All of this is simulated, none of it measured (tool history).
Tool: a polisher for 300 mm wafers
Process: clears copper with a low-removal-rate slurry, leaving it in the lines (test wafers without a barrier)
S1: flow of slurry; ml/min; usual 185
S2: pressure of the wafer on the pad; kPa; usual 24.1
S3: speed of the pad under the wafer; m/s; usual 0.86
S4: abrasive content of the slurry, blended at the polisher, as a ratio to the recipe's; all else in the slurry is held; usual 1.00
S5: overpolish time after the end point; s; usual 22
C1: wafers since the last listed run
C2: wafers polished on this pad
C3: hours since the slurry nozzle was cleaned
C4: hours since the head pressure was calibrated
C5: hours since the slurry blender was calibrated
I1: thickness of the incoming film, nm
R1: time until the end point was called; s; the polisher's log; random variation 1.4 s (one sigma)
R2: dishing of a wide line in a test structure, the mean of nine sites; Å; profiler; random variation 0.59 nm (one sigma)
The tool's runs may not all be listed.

Run 1, hour 0.0: usual settings but S1 205 ml/min, S5 32 s; C1 0; C2 810; C3 394.8; C4 1185.8; C5 368.9; I1 252.2. Result: R1 79.4 s, R2 674 Å.
Run 2, hour 13.0: usual settings; C1 93; C2 904; C3 407.8; C4 1198.8; C5 381.9; I1 258.0. Result: R1 81.4 s, R2 482 Å.
Run 3, hour 27.7: usual settings but S4 0.90; C1 105; C2 1010; C3 422.5; C4 1213.5; C5 396.6; I1 253.9. Result: R1 80.9 s, R2 478 Å.
Run 4, hour 65.2: usual settings; C1 270; C2 1280; C3 460.0; C4 1251.0; C5 434.1; I1 253.5. Result: R1 82.2 s, R2 492 Å.
At hour 76.4: worn pad replaced by a new one.
Run 5, hour 76.9: usual settings; C1 55; C2 3; C3 471.7; C4 1262.7; C5 445.8; I1 256.3. Result: R1 83.7 s, R2 488 Å.
Run 6, hour 87.2: usual settings; C1 74; C2 77; C3 482.0; C4 1273.0; C5 456.1; I1 253.0. Result: R1 79.7 s, R2 494 Å.
Run 7, hour 95.9: usual settings; C1 62; C2 140; C3 490.7; C4 1281.7; C5 464.8; I1 257.1. Result: R1 83.1 s, R2 504 Å.
Run 8, hour 110.5: usual settings; C1 105; C2 245; C3 505.3; C4 1296.3; C5 479.4; I1 257.8. Result: R1 81.3 s, R2 493 Å.
Run 9, hour 117.8: usual settings but S2 29.0 kPa, S4 0.90; C1 52; C2 297; C3 512.6; C4 1303.6; C5 486.7; I1 252.0. Result: R1 68.6 s, R2 567 Å.
Run 10, hour 126.6: usual settings; C1 63; C2 361; C3 521.4; C4 1312.4; C5 495.5; I1 257.1. Result: R1 81.0 s, R2 497 Å.
At hour 137.3: slurry nozzle cleaned.
At hour 137.3: slurry blender recalibrated.
Run 11, hour 137.8: usual settings but S2 16.5 kPa, S4 0.85; C1 73; C2 434; C3 0.5; C4 1323.6; C5 0.5; I1 256.1. Result: R1 126.7 s, R2 335 Å.
At hour 142.4: head pressure recalibrated.
Run 12, hour 146.3: usual settings but S2 17.2 kPa, S3 0.78 m/s, S4 1.15; C1 46; C2 481; C3 9.0; C4 3.9; C5 9.0; I1 254.0. Result: R1 123.9 s, R2 338 Å.
Run 13, hour 159.3: usual settings but S2 31.0 kPa, S3 1.00 m/s; C1 93; C2 575; C3 22.0; C4 16.9; C5 22.0; I1 259.2. Result: R1 54.2 s, R2 702 Å.
Run 14, hour 176.5: usual settings; C1 123; C2 699; C3 39.2; C4 34.1; C5 39.2; I1 255.0. Result: R1 81.2 s, R2 486 Å.
Run 15, hour 211.5: usual settings but S2 17.2 kPa; C1 252; C2 951; C3 74.2; C4 69.1; C5 74.2; I1 258.5. Result: R1 118.0 s, R2 363 Å.
Run 16, hour 223.8: usual settings but S2 16.5 kPa, S5 26 s; C1 88; C2 1039; C3 86.5; C4 81.4; C5 86.5; I1 255.2. Result: R1 117.4 s, R2 404 Å.

Hidden state at the last listed run before each entry between runs and at the first one after, where it differs:
Between runs 4 and 5: worn pad replaced by a new one (hour 76.4)
  no hidden state differs between the two runs
Between runs 10 and 11: slurry nozzle cleaned (hour 137.3); slurry blender recalibrated (hour 137.3)
  no hidden state differs between the two runs
Between runs 11 and 12: head pressure recalibrated (hour 142.4)
  no hidden state differs between the two runs
